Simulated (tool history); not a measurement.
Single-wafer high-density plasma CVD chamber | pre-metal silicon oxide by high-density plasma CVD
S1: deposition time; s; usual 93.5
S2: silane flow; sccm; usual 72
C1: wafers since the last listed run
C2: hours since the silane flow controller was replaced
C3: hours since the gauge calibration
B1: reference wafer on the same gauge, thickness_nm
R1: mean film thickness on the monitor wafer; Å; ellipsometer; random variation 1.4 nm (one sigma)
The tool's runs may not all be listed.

run     day     S1  S2   C1      C2     C3       B1       R1
  1   0.000   93.5  72    0  1638.7  162.4  724.511  6060.24
  2   0.650   93.5  72  160  1654.3  178.0  724.422  6029.91
  3   1.029   93.5  72   93  1663.4  187.1  723.842  6034.98
  4   1.596  107.1  61  140  1677.0  200.7  724.394  5848.88
  5   2.125   88.5  72  130  1689.7  213.4  723.722  5700.39
      2.308  -- gauge calibrated
  6   2.871   88.5  72  184  1707.6   13.5  723.796  5725.79
  7   3.196   93.5  72   80  1715.4   21.3  724.106  6012.89
  8   3.571   93.5  72   92  1724.4   30.3  724.282  6014.34
  9   4.696   93.5  72  278  1751.4   57.3  723.904  6001.31
 10   5.412   85.7  72  177  1768.6   74.5  723.860  5506.01
 11   6.067   85.7  72  161  1784.3   90.2  723.595  5485.78
 12   6.742   85.7  72  166  1800.5  106.4  723.851  5480.90
 13   7.396   93.5  84  161  1816.2  122.1  723.772  6970.39
 14   8.088   85.2  63  171  1832.8  138.7  724.509  4742.97
      8.475  -- silane flow controller replaced
 15   8.496   86.1  72   18     0.5  148.5  724.215  5787.07
 16   8.833   93.5  72   83     8.6  156.6  723.966  6313.93
 17   9.150   93.5  81   78    16.2  164.2  724.319  7076.19
 18   9.579  110.7  84  106    26.5  174.5  724.073  8693.69
      9.733  -- gauge calibrated
 19   9.879  111.5  63   74    33.7    3.5  723.705  6559.14
 20  10.433   79.4  64  137    47.0   16.8  723.803  4764.58
 21  10.867   93.5  82  107    57.4   27.2  724.235  7171.84
 22  11.579   93.5  72  176    74.5   44.3  724.111  6297.74
 23  12.267   81.4  59  170    91.0   60.8  723.184  4480.66
 24  12.771  104.5  83  124   103.1   72.9  724.157  8110.89

Forecast each of these 4 alternatives for the next run:
  A  12.788  100.1  72   4  103.5  73.3   ?   ?
  B  12.788  111.4  86   4  103.5  73.3   ?   ?
  C  12.788  110.8  59   4  103.5  73.3   ?   ?
  D  12.788   85.2  72   4  103.5  73.3   ?   ?

run       B1       R1
  A  723.640  6734.26
  B  723.640  8951.73
  C  723.640  6108.23
  D  723.640  5731.86
Without the tool's hidden state the same runs would have given:
run       R1
  A  6736.84
  B  8955.16
  C  6110.57
  D  5734.06

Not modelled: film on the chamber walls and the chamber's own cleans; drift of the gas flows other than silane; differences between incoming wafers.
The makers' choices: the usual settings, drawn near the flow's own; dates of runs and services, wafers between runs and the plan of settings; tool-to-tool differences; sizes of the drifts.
